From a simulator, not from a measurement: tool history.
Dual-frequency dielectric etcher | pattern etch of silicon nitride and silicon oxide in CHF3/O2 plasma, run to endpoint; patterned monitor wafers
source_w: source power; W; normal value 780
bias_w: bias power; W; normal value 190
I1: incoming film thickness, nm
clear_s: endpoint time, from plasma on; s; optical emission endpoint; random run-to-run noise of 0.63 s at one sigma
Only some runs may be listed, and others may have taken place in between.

{"run": 1, "hour": 0.0, "source_w": 780, "bias_w": 190, "I1": 205.5, "clear_s": 149.5}
{"run": 2, "hour": 53.7, "source_w": 780, "bias_w": 190, "I1": 208.4, "clear_s": 152}
{"run": 3, "hour": 67.5, "source_w": 780, "bias_w": 190, "I1": 203.9, "clear_s": 149.4}
{"hour": 77.5, "done": "bias power generator calibrated"}
{"run": 4, "hour": 78.0, "source_w": 780, "bias_w": 156, "I1": 204.5, "clear_s": 156.9}
{"hour": 83.1, "done": "source power generator calibrated"}
{"run": 5, "hour": 91.5, "source_w": 780, "bias_w": 190, "I1": 207.3, "clear_s": 152.4}
{"hour": 125.1, "done": "upper electrode replaced"}
{"run": 6, "hour": 125.6, "source_w": 780, "bias_w": 190, "I1": 205.8, "clear_s": 150.2}
{"run": 7, "hour": 126.0, "source_w": 870, "bias_w": 190, "I1": 205.4, "clear_s": 146.8}
{"run": 8, "hour": 126.4, "source_w": 870, "bias_w": 190, "I1": 206.7, "clear_s": 147.2}
{"run": 9, "hour": 138.9, "source_w": 900, "bias_w": 217, "I1": 208.5, "clear_s": 141.5}
{"hour": 167.3, "done": "wet clean of the chamber"}
{"run": 10, "hour": 167.8, "source_w": 890, "bias_w": 206, "I1": 206.1, "clear_s": 135.6}
{"run": 11, "hour": 168.2, "source_w": 780, "bias_w": 224, "I1": 207.3, "clear_s": 140.4}
{"run": 12, "hour": 172.6, "source_w": 850, "bias_w": 232, "I1": 207.2, "clear_s": 136.1}
{"run": 13, "hour": 181.1, "source_w": 960, "bias_w": 151, "I1": 206.4, "clear_s": 143.4}
{"run": 14, "hour": 199.1, "source_w": 780, "bias_w": 190, "I1": 206.5, "clear_s": 146.9}
{"run": 15, "hour": 209.1, "source_w": 940, "bias_w": 164, "I1": 207.9, "clear_s": 142.9}
{"run": 16, "hour": 219.7, "source_w": 920, "bias_w": 170, "I1": 207.2, "clear_s": 143.2}
{"run": 17, "hour": 231.4, "source_w": 780, "bias_w": 190, "I1": 206.2, "clear_s": 147.4}

3 options for the next run, each taken on its own from the tool as it stands now. Forecast them:
{"run": "A", "hour": 231.9, "source_w": 920, "bias_w": 190, "I1": 203.8, "clear_s": "?"}
{"run": "B", "hour": 231.9, "source_w": 960, "bias_w": 190, "I1": 203.8, "clear_s": "?"}
{"run": "C", "hour": 231.9, "source_w": 590, "bias_w": 174, "I1": 203.8, "clear_s": "?"}

run=A clear_s=137.9
run=B clear_s=135.7
run=C clear_s=165.9
Without the tool's unlogged condition, the same runs would have read:
run=A clear_s=136
run=B clear_s=133.9
run=C clear_s=163.6
